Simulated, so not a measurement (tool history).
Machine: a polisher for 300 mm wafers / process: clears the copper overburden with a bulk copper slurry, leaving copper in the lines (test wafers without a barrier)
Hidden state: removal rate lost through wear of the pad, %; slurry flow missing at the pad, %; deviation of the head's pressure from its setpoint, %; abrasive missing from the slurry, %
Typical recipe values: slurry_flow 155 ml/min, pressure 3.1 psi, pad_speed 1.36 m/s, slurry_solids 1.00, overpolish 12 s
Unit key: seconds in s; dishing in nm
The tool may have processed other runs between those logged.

| run | day | slurry_flow | pressure | pad_speed | slurry_solids | overpolish | wafers since the last listed run | wafers polished on this pad | hours since the slurry nozzle was cleaned | hours since the head pressure was calibrated | hours since the slurry blender was calibrated | incoming thickness of the incoming film, nm | seconds | dishing |
|---|---|---|---|---|---|---|---|---|---|---|---|---|---|---|
| 1 | 0.000 | 155 | 3.1 | 1.36 | 1.00 | 12 | 0 | 8 | 348.2 | 968.1 | 92.1 | 1489.9 | 102.7 | 65.8 |
| 2 | 1.162 | 155 | 3.1 | 1.36 | 1.00 | 12 | 231 | 239 | 376.1 | 996.0 | 120.0 | 1505.5 | 103.1 | 65.4 |
| 3 | 1.712 | 155 | 3.1 | 1.36 | 1.00 | 12 | 109 | 348 | 389.3 | 1009.2 | 133.2 | 1466.9 | 102.3 | 66.3 |
| 4 | 2.400 | 155 | 3.1 | 1.36 | 1.00 | 12 | 136 | 485 | 405.8 | 1025.7 | 149.7 | 1458.7 | 100.5 | 61.6 |
| 5 | 3.079 | 155 | 3.1 | 1.36 | 0.90 | 12 | 134 | 620 | 422.1 | 1042.0 | 166.0 | 1453.5 | 100.9 | 63.9 |
| 6 | 3.596 | 155 | 3.1 | 1.36 | 0.90 | 12 | 102 | 723 | 434.5 | 1054.4 | 178.4 | 1476.5 | 103.6 | 65.3 |
| 7 | 4.525 | 155 | 3.1 | 1.36 | 0.90 | 12 | 184 | 907 | 456.8 | 1076.7 | 200.7 | 1482.8 | 104.6 | 64.5 |
|  | 5.083 | head pressure recalibrated |
| 8 | 5.567 | 155 | 3.1 | 1.36 | 1.00 | 15 | 190 | 1098 | 481.8 | 11.6 | 225.7 | 1475.2 | 101.4 | 68.8 |
| 9 | 7.050 | 125 | 2.1 | 0.92 | 1.00 | 9 | 294 | 1393 | 517.4 | 47.2 | 261.3 | 1467.6 | 217.8 | 34.7 |
|  | 7.429 | slurry nozzle cleaned |
| 10 | 8.229 | 130 | 2.4 | 1.36 | 1.00 | 12 | 226 | 1619 | 19.2 | 75.5 | 289.6 | 1468.4 | 135.8 | 54.9 |
| 11 | 9.083 | 155 | 4.2 | 1.00 | 1.00 | 12 | 169 | 1788 | 39.7 | 96.0 | 310.1 | 1451.6 | 97.2 | 68.1 |
|  | 9.225 | slurry blender recalibrated |
| 12 | 9.650 | 155 | 3.9 | 1.18 | 1.15 | 12 | 96 | 1884 | 53.3 | 109.6 | 10.2 | 1480.9 | 91.8 | 68.6 |
| 13 | 10.946 | 155 | 3.1 | 1.82 | 1.00 | 12 | 257 | 2142 | 84.4 | 140.7 | 41.3 | 1485.1 | 79.1 | 70.7 |
|  | 11.521 | worn pad replaced by a new one |
| 14 | 11.742 | 155 | 2.4 | 1.36 | 1.00 | 12 | 125 | 43 | 103.5 | 159.8 | 60.4 | 1496.8 | 132.5 | 55.5 |
| 15 | 12.383 | 170 | 3.1 | 1.36 | 1.00 | 12 | 127 | 171 | 118.9 | 175.2 | 75.8 | 1499.5 | 103.6 | 66.1 |
| 16 | 13.729 | 195 | 3.5 | 1.36 | 1.00 | 15 | 267 | 438 | 151.2 | 207.5 | 108.1 | 1476.3 | 88.8 | 71.9 |
| 17 | 15.038 | 155 | 4.0 | 1.16 | 1.00 | 7 | 260 | 698 | 182.6 | 238.9 | 139.5 | 1500.6 | 94.3 | 52.2 |
| 18 | 15.908 | 130 | 2.4 | 1.36 | 1.00 | 12 | 173 | 871 | 203.5 | 259.8 | 160.4 | 1508.5 | 136.6 | 56.3 |
| 19 | 16.892 | 155 | 3.1 | 1.20 | 1.20 | 7 | 195 | 1067 | 227.1 | 283.4 | 184.0 | 1492.1 | 113.6 | 47.9 |
| 20 | 19.725 | 155 | 3.9 | 1.18 | 1.15 | 12 | 563 | 1630 | 295.1 | 351.4 | 252.0 | 1471.8 | 90.8 | 68.9 |
|  | 20.575 | worn pad replaced by a new one |
|  | 21.308 | slurry blender recalibrated |
| 21 | 24.033 | 155 | 3.1 | 1.36 | 1.15 | 12 | 806 | 671 | 398.5 | 454.8 | 65.4 | 1449.6 | 98.8 | 65.8 |
| 22 | 25.504 | 155 | 3.1 | 1.36 | 1.00 | 12 | 292 | 963 | 433.8 | 490.1 | 100.7 | 1476.2 | 104.5 | 65.1 |
| 23 | 26.254 | 170 | 2.8 | 1.66 | 1.15 | 12 | 149 | 1112 | 451.8 | 508.1 | 118.7 | 1473.2 | 91.2 | 66.6 |
| 24 | 27.596 | 200 | 3.1 | 1.36 | 1.15 | 12 | 266 | 1379 | 484.0 | 540.3 | 150.9 | 1480.2 | 99.4 | 67.3 |
| 25 | 28.583 | 155 | 3.9 | 1.18 | 1.15 | 12 | 196 | 1575 | 507.7 | 564.0 | 174.6 | 1465.6 | 88.3 | 70.2 |
|  | 30.238 | slurry nozzle cleaned |
|  | 32.525 | worn pad replaced by a new one |
| 26 | 32.767 | 155 | 3.5 | 1.52 | 1.00 | 12 | 789 | 48 | 60.7 | 664.4 | 275.0 | 1465.4 | 82.6 | 69.6 |
| 27 | 33.700 | 155 | 2.3 | 1.36 | 1.00 | 12 | 185 | 233 | 83.1 | 686.8 | 297.4 | 1456.2 | 134.6 | 57.6 |
| 28 | 34.254 | 110 | 3.1 | 1.36 | 1.00 | 12 | 110 | 343 | 96.4 | 700.1 | 310.7 | 1470.9 | 109.5 | 65.3 |
|  | 34.817 | slurry blender recalibrated |
| 29 | 34.904 | 155 | 4.0 | 1.16 | 1.00 | 7 | 112 | 456 | 112.0 | 715.7 | 2.1 | 1485.9 | 92.4 | 55.0 |

Predict each of these 3 candidate next runs independently; none follows another, all start after run 29:
| A | 34.925 | 155 | 3.1 | 1.36 | 1.00 | 12 | 4 | 460 | 112.5 | 716.2 | 2.6 | 1482.3 | ? | ? |
| B | 34.925 | 155 | 3.1 | 0.94 | 0.90 | 9 | 4 | 460 | 112.5 | 716.2 | 2.6 | 1482.3 | ? | ? |
| C | 34.925 | 205 | 3.1 | 1.36 | 0.75 | 12 | 4 | 460 | 112.5 | 716.2 | 2.6 | 1482.3 | ? | ? |

| run | seconds | dishing |
|---|---|---|
| A | 101.4 | 64.0 |
| B | 140.6 | 47.5 |
| C | 100.8 | 64.2 |
Take away the tool's hidden state, keep each run's random variation, and the runs would have read:
| run | seconds | dishing |
|---|---|---|
| A | 101.4 | 64.0 |
| B | 140.6 | 47.5 |
| C | 100.8 | 64.2 |
